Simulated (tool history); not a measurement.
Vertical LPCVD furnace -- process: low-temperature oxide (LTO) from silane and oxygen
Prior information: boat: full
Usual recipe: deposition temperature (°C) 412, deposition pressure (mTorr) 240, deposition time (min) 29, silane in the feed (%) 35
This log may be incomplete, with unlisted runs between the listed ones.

| run | hour | deposition temperature (°C) | deposition pressure (mTorr) | deposition time (min) | silane in the feed (%) | wafers since the last listed run | hours since the last temperature calibration | hours since the pressure gauge was zeroed | hours since the silane flow controller was replaced | hours since the gauge calibration | read-back reference wafer on the same gauge, thickness | film thickness on the monitor wafer in the middle of the boat (Å) |
|---|---|---|---|---|---|---|---|---|---|---|---|---|
| 1 | 0 | 412 | 240 | 29 | 35 | 0 | 1155.2 | 2452.5 | 2126.4 | 673.7 | 353.71 | 2934.9 |
| 2 | 45.4 | 412 | 240 | 29 | 35 | 705 | 1200.6 | 2497.9 | 2171.8 | 719.1 | 353.38 | 2955.7 |
| 3 | 104.3 | 412 | 240 | 29 | 35 | 914 | 1259.5 | 2556.8 | 2230.7 | 778 | 354.43 | 2973.3 |
| 4 | 170.3 | 412 | 240 | 29 | 35 | 1024 | 1325.5 | 2622.8 | 2296.7 | 844 | 355.05 | 2965 |
| 5 | 223.3 | 412 | 240 | 29 | 35 | 823 | 1378.5 | 2675.8 | 2349.7 | 897 | 355.82 | 2944.6 |
| 6 | 250.8 | 412 | 240 | 29 | 39 | 427 | 1406 | 2703.3 | 2377.2 | 924.5 | 355.01 | 3427.7 |
| 7 | 297.3 | 412 | 240 | 29 | 39 | 722 | 1452.5 | 2749.8 | 2423.7 | 971 | 355.88 | 3422.2 |
| 8 | 349.9 | 412 | 240 | 29 | 39 | 816 | 1505.1 | 2802.4 | 2476.3 | 1023.6 | 355.89 | 3418.3 |
| 9 | 406.5 | 416 | 240 | 29 | 35 | 878 | 1561.7 | 2859 | 2532.9 | 1080.2 | 356.55 | 3115 |
| 10 | 456.5 | 412 | 240 | 29 | 35 | 776 | 1611.7 | 2909 | 2582.9 | 1130.2 | 358.86 | 3039.5 |
| 11 | 510.2 | 412 | 240 | 29 | 35 | 833 | 1665.4 | 2962.7 | 2636.6 | 1183.9 | 359.03 | 3001.4 |
| 12 | 550.6 | 412 | 240 | 29 | 35 | 627 | 1705.8 | 3003.1 | 2677 | 1224.3 | 359.09 | 3031.1 |
|  | 593.5 | thermocouples replaced and temperature profile calibrated |
| 13 | 618.5 | 412 | 240 | 29 | 35 | 681 | 25 | 3071 | 2744.9 | 1292.2 | 360.93 | 3032.7 |
| 14 | 660.7 | 412 | 240 | 34.5 | 35 | 655 | 67.2 | 3113.2 | 2787.1 | 1334.4 | 361.6 | 3587.5 |
| 15 | 689.5 | 412 | 240 | 29 | 31 | 447 | 96 | 3142 | 2815.9 | 1363.2 | 362.18 | 2586.8 |
|  | 696.7 | gauge calibrated |
| 16 | 749.3 | 412 | 240 | 29 | 35 | 928 | 155.8 | 3201.8 | 2875.7 | 52.6 | 349.87 | 2914.1 |
| 17 | 797.9 | 412 | 190 | 29 | 30 | 754 | 204.4 | 3250.4 | 2924.3 | 101.2 | 349.21 | 1888.1 |
| 18 | 844.1 | 412 | 265 | 29 | 35 | 717 | 250.6 | 3296.6 | 2970.5 | 147.4 | 350.08 | 3243.5 |
|  | 922.1 | pressure gauge zeroed |
| 19 | 922.6 | 404 | 215 | 21.5 | 35 | 846 | 329.1 | 0.5 | 3049 | 225.9 | 350.59 | 1783.1 |
|  | 966.6 | silane flow controller replaced |
| 20 | 967.1 | 412 | 220 | 29 | 35 | 318 | 373.6 | 45 | 0.5 | 270.4 | 350.5 | 2705.4 |
| 21 | 1006.8 | 412 | 240 | 29 | 30 | 616 | 413.3 | 84.7 | 40.2 | 310.1 | 349.65 | 2367.4 |
| 22 | 1064.1 | 412 | 240 | 29 | 35 | 889 | 470.6 | 142 | 97.5 | 367.4 | 350.68 | 2949.6 |
| 23 | 1121.7 | 412 | 240 | 29 | 35 | 894 | 528.2 | 199.6 | 155.1 | 425 | 349.96 | 2952.1 |
| 24 | 1177.4 | 412 | 185 | 29 | 35 | 864 | 583.9 | 255.3 | 210.8 | 480.7 | 351.22 | 2281.2 |
| 25 | 1225.7 | 412 | 280 | 19.5 | 28 | 750 | 632.2 | 303.6 | 259.1 | 529 | 350.81 | 1688.6 |
| 26 | 1257.4 | 412 | 265 | 33.5 | 35 | 492 | 663.9 | 335.3 | 290.8 | 560.7 | 351.8 | 3737 |
| 27 | 1357.8 | 405 | 240 | 19 | 35 | 1559 | 764.3 | 435.7 | 391.2 | 661.1 | 351.68 | 1787.6 |

Run 28 is up next; what results do you expect?
| 28 | 1407.8 | 424 | 270 | 29 | 35 | 776 | 814.3 | 485.7 | 441.2 | 711.1 | ? | ? |

Run 28 yielded read-back reference wafer on the same gauge, thickness 352.57, film thickness on the monitor wafer in the middle of the boat (Å) 3755.2.
Had the tool carried no hidden state, the very same run would have given film thickness on the monitor wafer in the middle of the boat (Å) 3718.3.
